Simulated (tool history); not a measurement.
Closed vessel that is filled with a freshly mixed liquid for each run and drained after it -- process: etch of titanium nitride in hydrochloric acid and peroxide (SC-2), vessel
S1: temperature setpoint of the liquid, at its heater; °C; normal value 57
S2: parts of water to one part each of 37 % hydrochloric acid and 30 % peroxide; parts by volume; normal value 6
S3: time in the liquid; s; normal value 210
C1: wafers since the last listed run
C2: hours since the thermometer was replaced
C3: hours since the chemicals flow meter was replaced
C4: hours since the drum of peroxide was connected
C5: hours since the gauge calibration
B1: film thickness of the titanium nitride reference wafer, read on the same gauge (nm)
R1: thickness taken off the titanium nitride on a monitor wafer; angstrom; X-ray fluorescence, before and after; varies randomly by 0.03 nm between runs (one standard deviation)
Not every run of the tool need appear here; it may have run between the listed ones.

Run 1, hour 0: usual settings; C1 0; C2 489.4; C3 1311.5; C4 570.5; C5 565.3; B1 149.99. Result: R1 73.6 angstrom.
Run 2, hour 31.6: usual settings but S2 7.5 parts by volume; C1 2367; C2 521; C3 1343.1; C4 602.1; C5 596.9; B1 150. Result: R1 61.5 angstrom.
Run 3, hour 43.8: usual settings but S2 7.5 parts by volume; C1 913; C2 533.2; C3 1355.3; C4 614.3; C5 609.1; B1 150.03. Result: R1 61.9 angstrom.
Run 4, hour 65.1: usual settings but S2 4.5 parts by volume; C1 1595; C2 554.5; C3 1376.6; C4 635.6; C5 630.4; B1 150.03. Result: R1 90.6 angstrom.
Run 5, hour 98.4: usual settings but S2 7 parts by volume; C1 2494; C2 587.8; C3 1409.9; C4 668.9; C5 663.7; B1 150. Result: R1 65 angstrom.
Run 6, hour 118.9: usual settings but S2 7 parts by volume; C1 1535; C2 608.3; C3 1430.4; C4 689.4; C5 684.2; B1 150.02. Result: R1 64.8 angstrom.
Run 7, hour 135.3: usual settings; C1 1228; C2 624.7; C3 1446.8; C4 705.8; C5 700.6; B1 150.02. Result: R1 72.9 angstrom.
Run 8, hour 149.2: usual settings; C1 1041; C2 638.6; C3 1460.7; C4 719.7; C5 714.5; B1 150.01. Result: R1 73 angstrom.
Run 9, hour 164.9: usual settings; C1 1176; C2 654.3; C3 1476.4; C4 735.4; C5 730.2; B1 150. Result: R1 72.4 angstrom.
Run 10, hour 195.5: usual settings; C1 2292; C2 684.9; C3 1507; C4 766; C5 760.8; B1 150.01. Result: R1 72.3 angstrom.
Run 11, hour 226.2: usual settings; C1 2299; C2 715.6; C3 1537.7; C4 796.7; C5 791.5; B1 150.01. Result: R1 72.9 angstrom.
Run 12, hour 247: usual settings but S2 4 parts by volume; C1 1558; C2 736.4; C3 1558.5; C4 817.5; C5 812.3; B1 150. Result: R1 97 angstrom.
At hour 262.9: thermometer replaced.
Run 13, hour 264.5: usual settings; C1 1236; C2 1.6; C3 1576; C4 835; C5 829.8; B1 149.96. Result: R1 72.6 angstrom.
Run 14, hour 277.7: usual settings but S1 51 °C, S2 4.5 parts by volume, S3 310 s; C1 988; C2 14.8; C3 1589.2; C4 848.2; C5 843; B1 149.99. Result: R1 89.3 angstrom.
Run 15, hour 292.7: usual settings but S1 52.5 °C; C1 1123; C2 29.8; C3 1604.2; C4 863.2; C5 858; B1 150.01. Result: R1 54 angstrom.
At hour 296.4: gauge calibrated.
Run 16, hour 328.1: usual settings but S1 47 °C, S2 4 parts by volume, S3 160 s; C1 2651; C2 65.2; C3 1639.6; C4 898.6; C5 31.7; B1 150.01. Result: R1 37.9 angstrom.
Run 17, hour 361.4: usual settings but S1 51 °C, S2 9 parts by volume; C1 2494; C2 98.5; C3 1672.9; C4 931.9; C5 65; B1 150. Result: R1 35 angstrom.
At hour 363.4: chemicals flow meter replaced.
Run 18, hour 374.5: usual settings but S1 51 °C, S2 4 parts by volume, S3 130 s; C1 906; C2 111.6; C3 11.1; C4 945; C5 78.1; B1 149.99. Result: R1 42.4 angstrom.
Run 19, hour 397.5: usual settings but S1 66.5 °C, S2 4 parts by volume; C1 1722; C2 134.6; C3 34.1; C4 968; C5 101.1; B1 149.99. Result: R1 183.2 angstrom.
At hour 433.7: new drum of peroxide connected.
Run 20, hour 434.2: usual settings but S1 60.5 °C, S2 4 parts by volume; C1 2674; C2 171.3; C3 70.8; C4 0.5; C5 137.8; B1 149.98. Result: R1 130.4 angstrom.
Run 21, hour 460.7: usual settings but S1 60.5 °C, S2 8.5 parts by volume, S3 280 s; C1 1985; C2 197.8; C3 97.3; C4 27; C5 164.3; B1 149.99. Result: R1 99.3 angstrom.
Run 22, hour 489.4: usual settings; C1 2149; C2 226.5; C3 126; C4 55.7; C5 193; B1 149.98. Result: R1 77.6 angstrom.
Run 23, hour 505: usual settings; C1 1168; C2 242.1; C3 141.6; C4 71.3; C5 208.6; B1 150. Result: R1 77.6 angstrom.
Run 24, hour 518.4: usual settings but S3 95 s; C1 1003; C2 255.5; C3 155; C4 84.7; C5 222; B1 149.99. Result: R1 35 angstrom.
Run 25, hour 548.4: usual settings but S1 67 °C, S2 4 parts by volume; C1 2247; C2 285.5; C3 185; C4 114.7; C5 252; B1 150.01. Result: R1 192.8 angstrom.
Run 26, hour 583.9: usual settings; C1 2659; C2 321; C3 220.5; C4 150.2; C5 287.5; B1 150.03. Result: R1 77.1 angstrom.
Run 27, hour 597.1: usual settings but S1 61.5 °C, S2 4 parts by volume, S3 250 s; C1 988; C2 334.2; C3 233.7; C4 163.4; C5 300.7; B1 150.02. Result: R1 163.1 angstrom.
Run 28, hour 630.9: usual settings but S3 285 s; C1 2531; C2 368; C3 267.5; C4 197.2; C5 334.5; B1 149.98. Result: R1 104 angstrom.
Run 29, hour 656.8: usual settings; C1 1940; C2 393.9; C3 293.4; C4 223.1; C5 360.4; B1 150.02. Result: R1 76.3 angstrom.

4 ways to go on from here, each from the tool as it stands after run 29. What would each give?
Run A, hour 657.5: usual settings; C1 52; C2 394.6; C3 294.1; C4 223.8; C5 361.1; B1 ?. Result: R1 ?.
Run B, hour 657.5: usual settings but S1 53.5 °C, S2 7 parts by volume; C1 52; C2 394.6; C3 294.1; C4 223.8; C5 361.1; B1 ?. Result: R1 ?.
Run C, hour 657.5: usual settings but S1 64 °C; C1 52; C2 394.6; C3 294.1; C4 223.8; C5 361.1; B1 ?. Result: R1 ?.
Run D, hour 657.5: usual settings but S1 66 °C; C1 52; C2 394.6; C3 294.1; C4 223.8; C5 361.1; B1 ?. Result: R1 ?.

run      B1     R1
  A  150.01   76.7
  B  150.01   54.4
  C  150.01  118.8
  D  150.01  134.2
Take away the tool's hidden state, keep each run's random variation, and the runs would have read:
run     R1
  A   78.4
  B   55.6
  C  121.5
  D  137.2
